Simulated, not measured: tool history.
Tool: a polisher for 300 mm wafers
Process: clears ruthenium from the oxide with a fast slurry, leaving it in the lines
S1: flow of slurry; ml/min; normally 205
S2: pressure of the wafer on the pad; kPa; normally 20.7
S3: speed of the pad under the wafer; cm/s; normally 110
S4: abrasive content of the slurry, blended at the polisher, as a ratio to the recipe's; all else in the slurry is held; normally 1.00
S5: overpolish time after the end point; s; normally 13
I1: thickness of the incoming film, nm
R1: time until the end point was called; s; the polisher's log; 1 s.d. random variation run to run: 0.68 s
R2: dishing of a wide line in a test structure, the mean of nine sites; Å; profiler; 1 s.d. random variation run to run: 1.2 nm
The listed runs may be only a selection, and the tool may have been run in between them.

run 1 hour=0.0 | S1=205 S2=20.7 S3=110 S4=1.00 S5=16 | I1=306.3 | R1=55.3 R2=736
run 2 hour=16.5 | S1=205 S2=20.7 S3=110 S4=1.00 S5=13 | I1=308.5 | R1=54.9 R2=638
run 3 hour=31.5 | S1=205 S2=20.7 S3=110 S4=1.00 S5=13 | I1=312.4 | R1=56.2 R2=645
run 4 hour=47.8 | S1=205 S2=20.7 S3=110 S4=1.00 S5=13 | I1=305.4 | R1=54.3 R2=620
run 5 hour=54.6 | S1=205 S2=20.7 S3=110 S4=1.00 S5=13 | I1=314.2 | R1=56.4 R2=636
run 6 hour=72.5 | S1=205 S2=20.7 S3=110 S4=1.00 S5=13 | I1=310.0 | R1=55.7 R2=629
run 7 hour=81.4 | S1=165 S2=20.7 S3=110 S4=1.00 S5=13 | I1=314.1 | R1=58.3 R2=592
run 8 hour=96.1 | S1=205 S2=20.7 S3=110 S4=0.90 S5=13 | I1=314.7 | R1=58.7 R2=612
run 9 hour=106.6 | S1=205 S2=18.6 S3=110 S4=1.00 S5=13 | I1=307.6 | R1=59.4 R2=572
run 10 hour=159.8 | S1=175 S2=20.7 S3=136 S4=0.75 S5=11 | I1=306.9 | R1=56.2 R2=544
run 11 hour=176.9 | S1=205 S2=20.7 S3=110 S4=0.80 S5=13 | I1=310.3 | R1=61.6 R2=551
run 12 hour=193.1 | S1=205 S2=20.7 S3=110 S4=1.00 S5=13 | I1=309.2 | R1=56.4 R2=618
run 13 hour=209.3 | S1=205 S2=24.1 S3=110 S4=1.00 S5=13 | I1=315.2 | R1=49.4 R2=690
run 14 hour=231.7 | S1=205 S2=14.5 S3=110 S4=1.00 S5=13 | I1=312.1 | R1=75.6 R2=492

The log once held 5 entries between its listed runs, left out of this copy. Where does each go, and what is different about the tool's unlogged condition between the listed run before it and the listed run after it?
From run 5 to run 6: worn pad replaced by a new one (hour 72.0)
  both runs share identical hidden conditions
From run 7 to run 8: head pressure recalibrated (hour 83.9)
  both runs share identical hidden conditions
From run 9 to run 10: slurry nozzle cleaned (hour 118.9); slurry blender recalibrated (hour 149.6); worn pad replaced by a new one (hour 156.2)
  both runs share identical hidden conditions
